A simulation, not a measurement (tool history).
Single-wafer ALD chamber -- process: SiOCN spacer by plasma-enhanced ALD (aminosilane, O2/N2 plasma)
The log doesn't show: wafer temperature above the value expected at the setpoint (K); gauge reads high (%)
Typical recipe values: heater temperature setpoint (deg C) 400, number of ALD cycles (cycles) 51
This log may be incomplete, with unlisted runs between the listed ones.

run,hour,heater temperature setpoint (deg C),number of ALD cycles (cycles),wafers since the last listed run,hours since the last thermocouple change,hours since the gauge calibration,"read-back reference wafer on the same gauge, thickness_nm",mean film thickness on the monitor wafer (angstrom)
1,0.0,400,51,0,1767.2,1430.3,3.422,33.64
# hour 152.5: thermocouple changed; heater temperature recalibrated
# hour 281.5: gauge calibrated
2,286.2,400,51,1806,133.7,4.7,3.314,32.57
3,387.9,400,51,660,235.4,106.4,3.330,32.77
4,491.0,394,51,669,338.5,209.5,3.347,32.87
5,551.0,395,49,389,398.5,269.5,3.354,31.67
6,595.1,395,49,286,442.6,313.6,3.356,31.85
7,667.0,395,49,466,514.5,385.5,3.363,31.64
8,746.9,405,44,518,594.4,465.4,3.373,28.11
9,846.7,405,44,647,694.2,565.2,3.379,28.12
10,1039.7,391,53,1252,887.2,758.2,3.389,34.60
11,1127.8,400,51,571,975.3,846.3,3.393,33.32
12,1196.1,400,51,443,1043.6,914.6,3.397,33.32
13,1262.0,400,51,427,1109.5,980.5,3.394,33.38
14,1361.4,390,51,645,1208.9,1079.9,3.397,33.40
15,1430.1,400,48,446,1277.6,1148.6,3.406,31.37
16,1511.8,410,51,530,1359.3,1230.3,3.406,32.33
17,1782.0,400,51,1754,1629.5,1500.5,3.409,33.49
18,1880.8,400,57,641,1728.3,1599.3,3.414,37.61
19,1968.9,400,51,571,1816.4,1687.4,3.411,33.48
# hour 2065.5: thermocouple changed; heater temperature recalibrated
20,2067.0,400,51,584,1.5,1785.5,3.410,33.38
21,2150.3,395,49,540,84.8,1868.8,3.418,32.19
# hour 2212.4: gauge calibrated
22,2225.5,400,51,488,160.0,13.1,3.324,32.58
23,2427.6,392,57,1312,362.1,215.2,3.351,36.79
24,2703.2,385,47,1789,637.7,490.8,3.377,30.51

Run 25, settings as shown, results not yet in. Your forecast:
25,2741.4,400,41,248,675.9,529.0,?,?

Run 25 gave read-back reference wafer on the same gauge, thickness_nm 3.380, mean film thickness on the monitor wafer (angstrom) 26.69.
With no hidden state in the tool, this same run would have given mean film thickness on the monitor wafer (angstrom) 26.21.

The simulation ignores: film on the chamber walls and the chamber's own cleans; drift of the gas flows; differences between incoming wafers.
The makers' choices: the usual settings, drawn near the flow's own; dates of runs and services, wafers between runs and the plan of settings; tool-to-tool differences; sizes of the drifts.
